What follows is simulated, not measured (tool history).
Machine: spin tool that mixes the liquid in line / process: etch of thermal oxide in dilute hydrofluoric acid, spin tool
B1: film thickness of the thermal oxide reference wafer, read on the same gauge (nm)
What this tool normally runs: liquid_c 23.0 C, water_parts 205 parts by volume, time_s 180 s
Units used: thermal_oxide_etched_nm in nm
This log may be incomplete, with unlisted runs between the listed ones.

Run 1, hour 0.0: usual settings but time_s 155 s; B1 49.995. Result: thermal_oxide_etched_nm 2.851 nm.
Run 2, hour 54.6: usual settings; B1 50.003. Result: thermal_oxide_etched_nm 3.368 nm.
Run 3, hour 111.8: usual settings; B1 50.017. Result: thermal_oxide_etched_nm 3.303 nm.
Run 4, hour 166.8: usual settings; B1 49.988. Result: thermal_oxide_etched_nm 3.300 nm.
Run 5, hour 195.4: usual settings; B1 50.012. Result: thermal_oxide_etched_nm 3.324 nm.
Run 6, hour 241.5: usual settings; B1 50.016. Result: thermal_oxide_etched_nm 3.302 nm.
Run 7, hour 303.5: usual settings; B1 49.983. Result: thermal_oxide_etched_nm 3.252 nm.
Run 8, hour 353.3: usual settings; B1 49.994. Result: thermal_oxide_etched_nm 3.336 nm.
Run 9, hour 405.6: usual settings; B1 50.004. Result: thermal_oxide_etched_nm 3.295 nm.
Run 10, hour 467.1: usual settings but water_parts 180 parts by volume; B1 49.985. Result: thermal_oxide_etched_nm 3.865 nm.
Run 11, hour 528.1: usual settings but water_parts 180 parts by volume; B1 50.005. Result: thermal_oxide_etched_nm 3.818 nm.
Run 12, hour 586.7: usual settings but water_parts 180 parts by volume; B1 50.033. Result: thermal_oxide_etched_nm 3.827 nm.
Run 13, hour 619.7: usual settings; B1 50.029. Result: thermal_oxide_etched_nm 3.272 nm.
Run 14, hour 675.0: usual settings but liquid_c 21.5 C, water_parts 255 parts by volume; B1 49.983. Result: thermal_oxide_etched_nm 2.341 nm.
Run 15, hour 725.8: usual settings but water_parts 155 parts by volume; B1 50.005. Result: thermal_oxide_etched_nm 4.496 nm.
Run 16, hour 757.9: usual settings; B1 50.011. Result: thermal_oxide_etched_nm 3.251 nm.
Run 17, hour 829.0: usual settings but water_parts 150 parts by volume; B1 49.993. Result: thermal_oxide_etched_nm 4.703 nm.
Run 18, hour 854.4: usual settings; B1 50.017. Result: thermal_oxide_etched_nm 3.236 nm.
Run 19, hour 913.5: usual settings but liquid_c 26.5 C; B1 50.013. Result: thermal_oxide_etched_nm 3.650 nm.
Run 20, hour 974.0: usual settings; B1 49.986. Result: thermal_oxide_etched_nm 3.193 nm.
Run 21, hour 998.7: usual settings but water_parts 135 parts by volume; B1 49.999. Result: thermal_oxide_etched_nm 5.241 nm.
Run 22, hour 1070.6: usual settings but liquid_c 20.5 C, water_parts 180 parts by volume, time_s 145 s; B1 49.998. Result: thermal_oxide_etched_nm 2.763 nm.
At hour 1082.0: thermometer replaced.
Run 23, hour 1140.4: usual settings but liquid_c 25.5 C, water_parts 240 parts by volume; B1 50.030. Result: thermal_oxide_etched_nm 3.010 nm.
At hour 1153.1: hydrofluoric acid flow meter replaced.
Run 24, hour 1165.6: usual settings but liquid_c 26.5 C, water_parts 125 parts by volume; B1 50.012. Result: thermal_oxide_etched_nm 7.073 nm.
At hour 1174.3: gauge calibrated.
Run 25, hour 1200.0: usual settings but liquid_c 25.5 C; B1 50.001. Result: thermal_oxide_etched_nm 3.772 nm.
Run 26, hour 1256.6: usual settings but liquid_c 20.5 C, water_parts 280 parts by volume; B1 49.974. Result: thermal_oxide_etched_nm 2.140 nm.
Run 27, hour 1285.9: usual settings but liquid_c 26.0 C, water_parts 235 parts by volume, time_s 265 s; B1 50.003. Result: thermal_oxide_etched_nm 4.757 nm.
Run 28, hour 1315.3: usual settings; B1 50.029. Result: thermal_oxide_etched_nm 3.453 nm.
Run 29, hour 1359.4: usual settings but liquid_c 25.5 C, water_parts 295 parts by volume, time_s 225 s; B1 49.986. Result: thermal_oxide_etched_nm 2.979 nm.
Run 30, hour 1404.7: usual settings; B1 49.995. Result: thermal_oxide_etched_nm 3.419 nm.
Run 31, hour 1456.3: usual settings but water_parts 180 parts by volume, time_s 70 s; B1 49.992. Result: thermal_oxide_etched_nm 1.565 nm.
Run 32, hour 1516.3: usual settings but time_s 240 s; B1 50.027. Result: thermal_oxide_etched_nm 4.583 nm.

Branching from run 32: 5 alternative next runs. What would each branch give?
Run A, hour 1516.8: usual settings but time_s 215 s; B1 ?. Result: thermal_oxide_etched_nm ?.
Run B, hour 1516.8: usual settings but water_parts 170 parts by volume, time_s 265 s; B1 ?. Result: thermal_oxide_etched_nm ?.
Run C, hour 1516.8: usual settings but liquid_c 21.5 C, water_parts 140 parts by volume; B1 ?. Result: thermal_oxide_etched_nm ?.
Run D, hour 1516.8: usual settings but liquid_c 19.0 C; B1 ?. Result: thermal_oxide_etched_nm ?.
Run E, hour 1516.8: usual settings but water_parts 240 parts by volume; B1 ?. Result: thermal_oxide_etched_nm ?.

run      B1  thermal_oxide_etched_nm
  A  50.011                    4.035
  B  50.011                    6.224
  C  50.011                    5.002
  D  50.011                    2.899
  E  50.011                    2.784
Without the tool's unlogged condition, the same runs would have read:
run  thermal_oxide_etched_nm
  A                    4.138
  B                    6.385
  C                    5.134
  D                    2.975
  E                    2.855

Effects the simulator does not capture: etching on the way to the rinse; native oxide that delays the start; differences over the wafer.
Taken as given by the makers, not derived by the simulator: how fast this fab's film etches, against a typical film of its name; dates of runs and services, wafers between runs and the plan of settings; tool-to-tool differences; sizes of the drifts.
